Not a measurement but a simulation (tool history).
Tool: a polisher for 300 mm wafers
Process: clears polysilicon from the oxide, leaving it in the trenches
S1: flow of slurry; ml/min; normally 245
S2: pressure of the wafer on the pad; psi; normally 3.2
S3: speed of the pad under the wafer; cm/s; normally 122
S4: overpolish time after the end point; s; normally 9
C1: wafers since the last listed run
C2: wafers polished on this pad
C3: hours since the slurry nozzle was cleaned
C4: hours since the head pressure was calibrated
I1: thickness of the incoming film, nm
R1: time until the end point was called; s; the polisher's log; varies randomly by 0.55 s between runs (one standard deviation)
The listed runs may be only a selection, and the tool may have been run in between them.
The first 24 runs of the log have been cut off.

run   hour   S1   S2   S3  S4   C1    C2     C3     C4     I1    R1
 25  625.4  245  3.9  122   6  150   458   82.1  189.7  693.1    27
 26  642.8  245  3.2  122   9  141   600   99.5  207.1  704.8  33.2
 27  659.9  285  3.2  122   9  139   739  116.6  224.2    709  31.6
 28  692.3  245  3.2  122   9  263  1002    149  256.6  697.9  33.7
 29  710.2  295  3.2  122   9  145  1148  166.9  274.5  698.7  32.3
     735.7  -- worn pad replaced by a new one
 30  736.2  195  3.2   82  13  178     4  192.9  300.5  696.9  41.9
 31  758.6  270  3.2   82   9  182   186  215.3  322.9  695.2  40.7
 32  771.2  245  3.2  122   9  102   288  227.9  335.5  704.9  33.8
 33  790.5  310  2.1  122   5  156   445  247.2  354.8  693.9  47.3
 34  811.4  245  3.2  122   9  169   615  268.1  375.7  701.7  32.4
 35  827.2  245  4.3  122   9  128   744  283.9  391.5  698.3  25.2
 36  848.3  245  3.2  122  13  171   915    305  412.6  693.6  33.1

Here are 3 independent what-if runs from the current tool condition. What would each one return?
  A  848.7  245  3.2  122   9   3  919  305.4  413  693.3   ?
  B  848.7  290  3.2  152   9   3  919  305.4  413  693.3   ?
  C  848.7  245  3.2  122  11   3  919  305.4  413  693.3   ?

run    R1
  A  33.4
  B  28.5
  C  33.4
With the hidden condition removed and each run's random variation left untouched, the same runs would have given:
run    R1
  A  31.5
  B    27
  C  31.5

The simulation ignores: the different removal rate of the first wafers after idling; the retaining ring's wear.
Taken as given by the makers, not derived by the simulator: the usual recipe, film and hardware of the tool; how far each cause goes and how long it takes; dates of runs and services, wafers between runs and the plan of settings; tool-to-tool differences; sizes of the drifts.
